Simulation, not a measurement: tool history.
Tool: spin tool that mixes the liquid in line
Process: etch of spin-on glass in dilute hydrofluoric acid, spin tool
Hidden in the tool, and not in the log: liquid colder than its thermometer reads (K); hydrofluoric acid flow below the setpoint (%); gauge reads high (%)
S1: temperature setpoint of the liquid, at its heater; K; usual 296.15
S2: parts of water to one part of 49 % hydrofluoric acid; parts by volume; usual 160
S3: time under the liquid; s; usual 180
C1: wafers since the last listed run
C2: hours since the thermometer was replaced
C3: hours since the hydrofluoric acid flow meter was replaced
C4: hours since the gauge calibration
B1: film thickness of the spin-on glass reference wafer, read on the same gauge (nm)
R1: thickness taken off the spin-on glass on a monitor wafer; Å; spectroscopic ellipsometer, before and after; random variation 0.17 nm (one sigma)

run 1 hour=0.0 | S1=293.15 S2=160 S3=180 | C1=0 C2=2342.2 C3=1616.8 C4=673.4 | B1=129.99 | R1=313.0
run 2 hour=34.8 | S1=293.15 S2=160 S3=180 | C1=236 C2=2377.0 C3=1651.6 C4=708.2 | B1=129.98 | R1=312.6
run 3 hour=56.7 | S1=296.15 S2=160 S3=180 | C1=148 C2=2398.9 C3=1673.5 C4=730.1 | B1=130.02 | R1=351.8
run 4 hour=82.2 | S1=296.15 S2=210 S3=180 | C1=173 C2=2424.4 C3=1699.0 C4=755.6 | B1=129.97 | R1=251.9
run 5 hour=97.0 | S1=296.15 S2=210 S3=180 | C1=100 C2=2439.2 C3=1713.8 C4=770.4 | B1=129.95 | R1=252.5
run 6 hour=113.6 | S1=296.15 S2=210 S3=180 | C1=112 C2=2455.8 C3=1730.4 C4=787.0 | B1=130.01 | R1=252.1
run 7 hour=215.5 | S1=296.15 S2=160 S3=180 | C1=692 C2=2557.7 C3=1832.3 C4=888.9 | B1=130.01 | R1=346.2
run 8 hour=244.0 | S1=296.15 S2=160 S3=180 | C1=193 C2=2586.2 C3=1860.8 C4=917.4 | B1=129.97 | R1=347.5
run 9 hour=265.1 | S1=294.65 S2=200 S3=180 | C1=143 C2=2607.3 C3=1881.9 C4=938.5 | B1=129.99 | R1=249.2
run 10 hour=284.4 | S1=294.65 S2=200 S3=180 | C1=131 C2=2626.6 C3=1901.2 C4=957.8 | B1=130.03 | R1=249.8
run 11 hour=304.7 | S1=296.15 S2=160 S3=230 | C1=137 C2=2646.9 C3=1921.5 C4=978.1 | B1=130.00 | R1=439.6
-- hour=321.7 thermometer replaced
run 12 hour=327.9 | S1=296.15 S2=160 S3=230 | C1=150 C2=6.2 C3=1944.7 C4=1001.3 | B1=130.01 | R1=438.7
-- hour=335.3 gauge calibrated
run 13 hour=404.2 | S1=296.15 S2=160 S3=180 | C1=518 C2=82.5 C3=2021.0 C4=68.9 | B1=130.01 | R1=344.9
run 14 hour=421.2 | S1=296.15 S2=160 S3=180 | C1=115 C2=99.5 C3=2038.0 C4=85.9 | B1=130.02 | R1=342.4
run 15 hour=435.9 | S1=296.15 S2=160 S3=115 | C1=99 C2=114.2 C3=2052.7 C4=100.6 | B1=129.97 | R1=219.1
run 16 hour=464.1 | S1=296.15 S2=110 S3=145 | C1=191 C2=142.4 C3=2080.9 C4=128.8 | B1=129.99 | R1=425.9
run 17 hour=484.0 | S1=293.65 S2=160 S3=180 | C1=135 C2=162.3 C3=2100.8 C4=148.7 | B1=129.98 | R1=311.7
run 18 hour=518.1 | S1=293.15 S2=90 S3=115 | C1=231 C2=196.4 C3=2134.9 C4=182.8 | B1=130.04 | R1=377.0
run 19 hour=530.1 | S1=292.65 S2=135 S3=105 | C1=81 C2=208.4 C3=2146.9 C4=194.8 | B1=130.02 | R1=211.2
run 20 hour=560.3 | S1=299.65 S2=140 S3=130 | C1=205 C2=238.6 C3=2177.1 C4=225.0 | B1=130.00 | R1=329.6
-- hour=565.6 hydrofluoric acid flow meter replaced
run 21 hour=589.1 | S1=293.65 S2=135 S3=95 | C1=188 C2=267.4 C3=23.5 C4=253.8 | B1=129.98 | R1=228.4
run 22 hour=603.7 | S1=296.15 S2=160 S3=180 | C1=99 C2=282.0 C3=38.1 C4=268.4 | B1=129.99 | R1=389.8
run 23 hour=629.8 | S1=296.15 S2=160 S3=180 | C1=177 C2=308.1 C3=64.2 C4=294.5 | B1=130.00 | R1=392.2
run 24 hour=661.4 | S1=296.15 S2=195 S3=135 | C1=214 C2=339.7 C3=95.8 C4=326.1 | B1=130.02 | R1=231.9
run 25 hour=752.8 | S1=297.65 S2=160 S3=180 | C1=621 C2=431.1 C3=187.2 C4=417.5 | B1=130.04 | R1=411.3
run 26 hour=774.9 | S1=296.15 S2=160 S3=115 | C1=150 C2=453.2 C3=209.3 C4=439.6 | B1=130.04 | R1=249.5
run 27 hour=793.3 | S1=293.65 S2=210 S3=270 | C1=125 C2=471.6 C3=227.7 C4=458.0 | B1=130.00 | R1=381.0
run 28 hour=812.7 | S1=291.65 S2=235 S3=275 | C1=131 C2=491.0 C3=247.1 C4=477.4 | B1=130.00 | R1=314.2
run 29 hour=845.7 | S1=291.15 S2=160 S3=255 | C1=224 C2=524.0 C3=280.1 C4=510.4 | B1=130.00 | R1=453.7

What the log doesn't show, run by run:
liquid colder than its thermometer reads (K): 0 in every run
gauge reads high (%): 0 in every run
H1: hydrofluoric acid flow below the setpoint (%)
run=1 H1=10.1
run=2 H1=10.2
run=3 H1=10.3
run=4 H1=10.5
run=5 H1=10.5
run=6 H1=10.6
run=7 H1=11.1
run=8 H1=11.2
run=9 H1=11.3
run=10 H1=11.4
run=11 H1=11.5
run=12 H1=11.6
run=13 H1=12
run=14 H1=12
run=15 H1=12.1
run=16 H1=12.2
run=17 H1=12.3
run=18 H1=12.5
run=19 H1=12.5
run=20 H1=12.7
run=21 H1=1.46
run=22 H1=1.53
run=23 H1=1.65
run=24 H1=1.79
run=25 H1=2.21
run=26 H1=2.31
run=27 H1=2.4
run=28 H1=2.49
run=29 H1=2.64
